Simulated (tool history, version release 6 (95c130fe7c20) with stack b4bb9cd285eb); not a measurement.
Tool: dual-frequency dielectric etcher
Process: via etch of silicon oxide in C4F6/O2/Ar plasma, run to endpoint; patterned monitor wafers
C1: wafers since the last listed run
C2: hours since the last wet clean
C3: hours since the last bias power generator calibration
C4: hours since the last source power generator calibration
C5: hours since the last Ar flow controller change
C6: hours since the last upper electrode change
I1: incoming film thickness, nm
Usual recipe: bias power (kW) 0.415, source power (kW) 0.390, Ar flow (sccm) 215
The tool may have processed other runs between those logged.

run 1 hour=0.0 | bias_power_(kW)=0.415 source_power_(kW)=0.430 Ar_flow_(sccm)=242 | C1=0 C2=435.3 C3=3023.2 C4=3068.5 C5=2021.0 C6=2008.5 | I1=77.3 | endpoint_time_(s)=17.6
run 2 hour=27.0 | bias_power_(kW)=0.415 source_power_(kW)=0.430 Ar_flow_(sccm)=242 | C1=490 C2=462.3 C3=3050.2 C4=3095.5 C5=2048.0 C6=2035.5 | I1=76.7 | endpoint_time_(s)=17.3
run 3 hour=98.5 | bias_power_(kW)=0.415 source_power_(kW)=0.430 Ar_flow_(sccm)=242 | C1=1300 C2=533.8 C3=3121.7 C4=3167.0 C5=2119.5 C6=2107.0 | I1=76.5 | endpoint_time_(s)=17.3
-- hour=168.4 wet clean of the chamber
-- hour=242.5 upper electrode replaced
run 4 hour=282.1 | bias_power_(kW)=0.415 source_power_(kW)=0.350 Ar_flow_(sccm)=215 | C1=2465 C2=113.7 C3=3305.3 C4=3350.6 C5=2303.1 C6=39.6 | I1=76.8 | endpoint_time_(s)=18.7
-- hour=313.5 Ar flow controller replaced
run 5 hour=329.0 | bias_power_(kW)=0.415 source_power_(kW)=0.440 Ar_flow_(sccm)=215 | C1=743 C2=160.6 C3=3352.2 C4=3397.5 C5=15.5 C6=86.5 | I1=77.1 | endpoint_time_(s)=17.4
-- hour=346.6 bias power generator calibrated
run 6 hour=391.6 | bias_power_(kW)=0.415 source_power_(kW)=0.440 Ar_flow_(sccm)=215 | C1=1065 C2=223.2 C3=45.0 C4=3460.1 C5=78.1 C6=149.1 | I1=76.2 | endpoint_time_(s)=17.1
run 7 hour=420.9 | bias_power_(kW)=0.362 source_power_(kW)=0.440 Ar_flow_(sccm)=215 | C1=532 C2=252.5 C3=74.3 C4=3489.4 C5=107.4 C6=178.4 | I1=76.4 | endpoint_time_(s)=18.0
run 8 hour=453.4 | bias_power_(kW)=0.362 source_power_(kW)=0.440 Ar_flow_(sccm)=215 | C1=590 C2=285.0 C3=106.8 C4=3521.9 C5=139.9 C6=210.9 | I1=76.9 | endpoint_time_(s)=18.0
run 9 hour=484.9 | bias_power_(kW)=0.415 source_power_(kW)=0.390 Ar_flow_(sccm)=215 | C1=572 C2=316.5 C3=138.3 C4=3553.4 C5=171.4 C6=242.4 | I1=76.4 | endpoint_time_(s)=17.7
-- hour=514.3 source power generator calibrated
run 10 hour=542.1 | bias_power_(kW)=0.415 source_power_(kW)=0.390 Ar_flow_(sccm)=215 | C1=967 C2=373.7 C3=195.5 C4=27.8 C5=228.6 C6=299.6 | I1=76.9 | endpoint_time_(s)=17.7
run 11 hour=610.1 | bias_power_(kW)=0.415 source_power_(kW)=0.390 Ar_flow_(sccm)=215 | C1=1236 C2=441.7 C3=263.5 C4=95.8 C5=296.6 C6=367.6 | I1=76.8 | endpoint_time_(s)=17.6
run 12 hour=639.8 | bias_power_(kW)=0.415 source_power_(kW)=0.390 Ar_flow_(sccm)=215 | C1=540 C2=471.4 C3=293.2 C4=125.5 C5=326.3 C6=397.3 | I1=76.7 | endpoint_time_(s)=17.5
run 13 hour=664.0 | bias_power_(kW)=0.415 source_power_(kW)=0.390 Ar_flow_(sccm)=215 | C1=440 C2=495.6 C3=317.4 C4=149.7 C5=350.5 C6=421.5 | I1=77.3 | endpoint_time_(s)=17.4
-- hour=719.8 wet clean of the chamber
run 14 hour=720.3 | bias_power_(kW)=0.415 source_power_(kW)=0.390 Ar_flow_(sccm)=215 | C1=587 C2=0.5 C3=373.7 C4=206.0 C5=406.8 C6=477.8 | I1=76.9 | endpoint_time_(s)=18.3
run 15 hour=762.9 | bias_power_(kW)=0.415 source_power_(kW)=0.390 Ar_flow_(sccm)=215 | C1=774 C2=43.1 C3=416.3 C4=248.6 C5=449.4 C6=520.4 | I1=77.3 | endpoint_time_(s)=18.4
run 16 hour=824.2 | bias_power_(kW)=0.351 source_power_(kW)=0.440 Ar_flow_(sccm)=215 | C1=1114 C2=104.4 C3=477.6 C4=309.9 C5=510.7 C6=581.7 | I1=76.8 | endpoint_time_(s)=18.6
run 17 hour=888.5 | bias_power_(kW)=0.500 source_power_(kW)=0.480 Ar_flow_(sccm)=166 | C1=1169 C2=168.7 C3=541.9 C4=374.2 C5=575.0 C6=646.0 | I1=76.9 | endpoint_time_(s)=15.1
run 18 hour=957.0 | bias_power_(kW)=0.352 source_power_(kW)=0.390 Ar_flow_(sccm)=163 | C1=1245 C2=237.2 C3=610.4 C4=442.7 C5=643.5 C6=714.5 | I1=76.5 | endpoint_time_(s)=18.3
run 19 hour=1014.0 | bias_power_(kW)=0.415 source_power_(kW)=0.390 Ar_flow_(sccm)=253 | C1=1036 C2=294.2 C3=667.4 C4=499.7 C5=700.5 C6=771.5 | I1=77.5 | endpoint_time_(s)=18.6
run 20 hour=1081.7 | bias_power_(kW)=0.317 source_power_(kW)=0.340 Ar_flow_(sccm)=265 | C1=1231 C2=361.9 C3=735.1 C4=567.4 C5=768.2 C6=839.2 | I1=76.7 | endpoint_time_(s)=21.1
run 21 hour=1112.8 | bias_power_(kW)=0.415 source_power_(kW)=0.390 Ar_flow_(sccm)=215 | C1=565 C2=393.0 C3=766.2 C4=598.5 C5=799.3 C6=870.3 | I1=76.5 | endpoint_time_(s)=17.7
run 22 hour=1145.6 | bias_power_(kW)=0.511 source_power_(kW)=0.390 Ar_flow_(sccm)=215 | C1=596 C2=425.8 C3=799.0 C4=631.3 C5=832.1 C6=903.1 | I1=76.9 | endpoint_time_(s)=16.4
run 23 hour=1205.9 | bias_power_(kW)=0.415 source_power_(kW)=0.390 Ar_flow_(sccm)=185 | C1=1096 C2=486.1 C3=859.3 C4=691.6 C5=892.4 C6=963.4 | I1=77.1 | endpoint_time_(s)=17.5
-- hour=1277.2 wet clean of the chamber
run 24 hour=1277.7 | bias_power_(kW)=0.366 source_power_(kW)=0.390 Ar_flow_(sccm)=215 | C1=869 C2=0.5 C3=931.1 C4=763.4 C5=964.2 C6=1035.2 | I1=76.2 | endpoint_time_(s)=19.2
run 25 hour=1304.0 | bias_power_(kW)=0.415 source_power_(kW)=0.300 Ar_flow_(sccm)=231 | C1=478 C2=26.8 C3=957.4 C4=789.7 C5=990.5 C6=1061.5 | I1=76.3 | endpoint_time_(s)=19.9
run 26 hour=1343.3 | bias_power_(kW)=0.372 source_power_(kW)=0.430 Ar_flow_(sccm)=233 | C1=714 C2=66.1 C3=996.7 C4=829.0 C5=1029.8 C6=1100.8 | I1=77.0 | endpoint_time_(s)=18.9
run 27 hour=1388.0 | bias_power_(kW)=0.374 source_power_(kW)=0.390 Ar_flow_(sccm)=167 | C1=812 C2=110.8 C3=1041.4 C4=873.7 C5=1074.5 C6=1145.5 | I1=76.7 | endpoint_time_(s)=18.3
run 28 hour=1446.3 | bias_power_(kW)=0.415 source_power_(kW)=0.390 Ar_flow_(sccm)=215 | C1=1060 C2=169.1 C3=1099.7 C4=932.0 C5=1132.8 C6=1203.8 | I1=76.9 | endpoint_time_(s)=18.0
run 29 hour=1479.1 | bias_power_(kW)=0.415 source_power_(kW)=0.390 Ar_flow_(sccm)=215 | C1=596 C2=201.9 C3=1132.5 C4=964.8 C5=1165.6 C6=1236.6 | I1=76.5 | endpoint_time_(s)=18.2
run 30 hour=1535.9 | bias_power_(kW)=0.368 source_power_(kW)=0.360 Ar_flow_(sccm)=184 | C1=1032 C2=258.7 C3=1189.3 C4=1021.6 C5=1222.4 C6=1293.4 | I1=76.7 | endpoint_time_(s)=19.2

The tool's hidden state at each run:
bias power that arrives over what is set, %: 0 on each run
source power that arrives over what is set, %: 0 on each run
Ar flow that arrives over what is set, %: 0 on each run
H1: etch rate over this chamber's usual, %
run=1 H1=3.83
run=2 H1=4.09
run=3 H1=4.77
run=4 H1=2.23
run=5 H1=2.68
run=6 H1=3.28
run=7 H1=3.56
run=8 H1=3.87
run=9 H1=4.17
run=10 H1=4.71
run=11 H1=5.36
run=12 H1=5.65
run=13 H1=5.88
run=14 H1=0.495
run=15 H1=0.901
run=16 H1=1.49
run=17 H1=2.1
run=18 H1=2.75
run=19 H1=3.3
run=20 H1=3.94
run=21 H1=4.24
run=22 H1=4.55
run=23 H1=5.13
run=24 H1=-0.141
run=25 H1=0.111
run=26 H1=0.486
run=27 H1=0.913
run=28 H1=1.47
run=29 H1=1.78
run=30 H1=2.32
